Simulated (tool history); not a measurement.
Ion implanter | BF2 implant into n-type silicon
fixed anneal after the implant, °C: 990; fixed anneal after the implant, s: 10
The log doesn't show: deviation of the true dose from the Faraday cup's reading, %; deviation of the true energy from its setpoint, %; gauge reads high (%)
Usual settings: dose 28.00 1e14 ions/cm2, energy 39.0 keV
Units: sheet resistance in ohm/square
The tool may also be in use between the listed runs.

| run | day | dose | energy | wafers since the last listed run | hours since the last dose calibration | hours since the extraction supply was calibrated | hours since the gauge calibration | read-back reference wafer on the same gauge, sheet resistance | sheet resistance |
|---|---|---|---|---|---|---|---|---|---|
| 1 | 0.000 | 28.00 | 39.0 | 0 | 450.4 | 2449.8 | 418.5 | 125.89 | 131.42 |
| 2 | 1.975 | 28.00 | 39.0 | 1056 | 497.8 | 2497.2 | 465.9 | 125.94 | 131.68 |
| 3 | 4.400 | 28.00 | 39.0 | 1297 | 556.0 | 2555.4 | 524.1 | 126.05 | 131.95 |
| 4 | 5.717 | 28.00 | 28.5 | 704 | 587.6 | 2587.0 | 555.7 | 125.92 | 157.80 |
| 5 | 8.425 | 28.00 | 39.0 | 1448 | 652.6 | 2652.0 | 620.7 | 126.00 | 131.81 |
| 6 | 9.529 | 34.11 | 39.0 | 590 | 679.1 | 2678.5 | 647.2 | 125.97 | 129.88 |
| 7 | 11.588 | 34.11 | 39.0 | 1100 | 728.5 | 2727.9 | 696.6 | 125.97 | 130.51 |
| 8 | 14.179 | 28.00 | 42.5 | 1386 | 790.7 | 2790.1 | 758.8 | 126.02 | 125.96 |
| 9 | 16.133 | 28.00 | 42.5 | 1045 | 837.6 | 2837.0 | 805.7 | 125.99 | 125.75 |
| 10 | 18.367 | 28.00 | 42.5 | 1194 | 891.2 | 2890.6 | 859.3 | 125.89 | 125.74 |
| 11 | 20.538 | 28.00 | 39.0 | 1161 | 943.3 | 2942.7 | 911.4 | 126.02 | 132.79 |
|  | 21.612 | extraction supply calibrated |
| 12 | 22.996 | 28.00 | 34.5 | 1136 | 1002.3 | 33.2 | 970.4 | 125.99 | 140.24 |
| 13 | 24.196 | 28.00 | 34.5 | 641 | 1031.1 | 62.0 | 999.2 | 126.04 | 140.05 |
| 14 | 25.833 | 28.00 | 35.0 | 875 | 1070.4 | 101.3 | 1038.5 | 125.99 | 139.15 |
|  | 27.571 | Faraday cup replaced and dose calibrated |
| 15 | 28.154 | 28.00 | 31.0 | 1063 | 14.0 | 157.0 | 1094.2 | 126.06 | 149.41 |
| 16 | 30.625 | 19.63 | 31.0 | 1321 | 73.3 | 216.3 | 1153.5 | 126.03 | 154.85 |
| 17 | 33.096 | 33.02 | 44.5 | 1321 | 132.6 | 275.6 | 1212.8 | 125.95 | 119.43 |
| 18 | 35.829 | 31.67 | 39.0 | 1461 | 198.2 | 341.2 | 1278.4 | 125.97 | 129.15 |
| 19 | 37.367 | 28.00 | 44.5 | 822 | 235.1 | 378.1 | 1315.3 | 126.01 | 120.34 |
| 20 | 39.946 | 30.44 | 39.0 | 1379 | 297.0 | 440.0 | 1377.2 | 126.05 | 130.01 |
|  | 41.788 | gauge calibrated |
| 21 | 43.350 | 28.00 | 45.0 | 1820 | 378.7 | 521.7 | 37.5 | 126.00 | 119.58 |
| 22 | 45.692 | 28.00 | 39.0 | 1252 | 434.9 | 577.9 | 93.7 | 126.01 | 131.10 |
| 23 | 47.062 | 28.00 | 31.0 | 733 | 467.8 | 610.8 | 126.6 | 125.95 | 149.51 |
| 24 | 49.933 | 28.00 | 51.0 | 1535 | 536.7 | 679.7 | 195.5 | 126.03 | 111.48 |
| 25 | 52.021 | 28.00 | 30.5 | 1116 | 586.8 | 729.8 | 245.6 | 126.05 | 150.52 |
| 26 | 54.038 | 24.12 | 45.0 | 1078 | 635.2 | 778.2 | 294.0 | 126.02 | 121.82 |
| 27 | 56.696 | 21.21 | 29.0 | 1421 | 699.0 | 842.0 | 357.8 | 125.99 | 160.04 |
| 28 | 59.058 | 30.18 | 39.0 | 1263 | 755.7 | 898.7 | 414.5 | 126.01 | 130.28 |

3 ways to go on from here, each from the tool as it stands after run 28. What would each give?
| A | 59.075 | 25.21 | 39.0 | 8 | 756.1 | 899.1 | 414.9 | ? | ? |
| B | 59.075 | 33.28 | 43.5 | 8 | 756.1 | 899.1 | 414.9 | ? | ? |
| C | 59.075 | 22.56 | 51.0 | 8 | 756.1 | 899.1 | 414.9 | ? | ? |

| run | read-back reference wafer on the same gauge, sheet resistance | sheet resistance |
|---|---|---|
| A | 126.00 | 131.89 |
| B | 126.00 | 120.73 |
| C | 126.00 | 113.21 |
Without the tool's hidden state the same runs would have given:
| run | sheet resistance |
|---|---|
| A | 131.55 |
| B | 120.41 |
| C | 112.91 |

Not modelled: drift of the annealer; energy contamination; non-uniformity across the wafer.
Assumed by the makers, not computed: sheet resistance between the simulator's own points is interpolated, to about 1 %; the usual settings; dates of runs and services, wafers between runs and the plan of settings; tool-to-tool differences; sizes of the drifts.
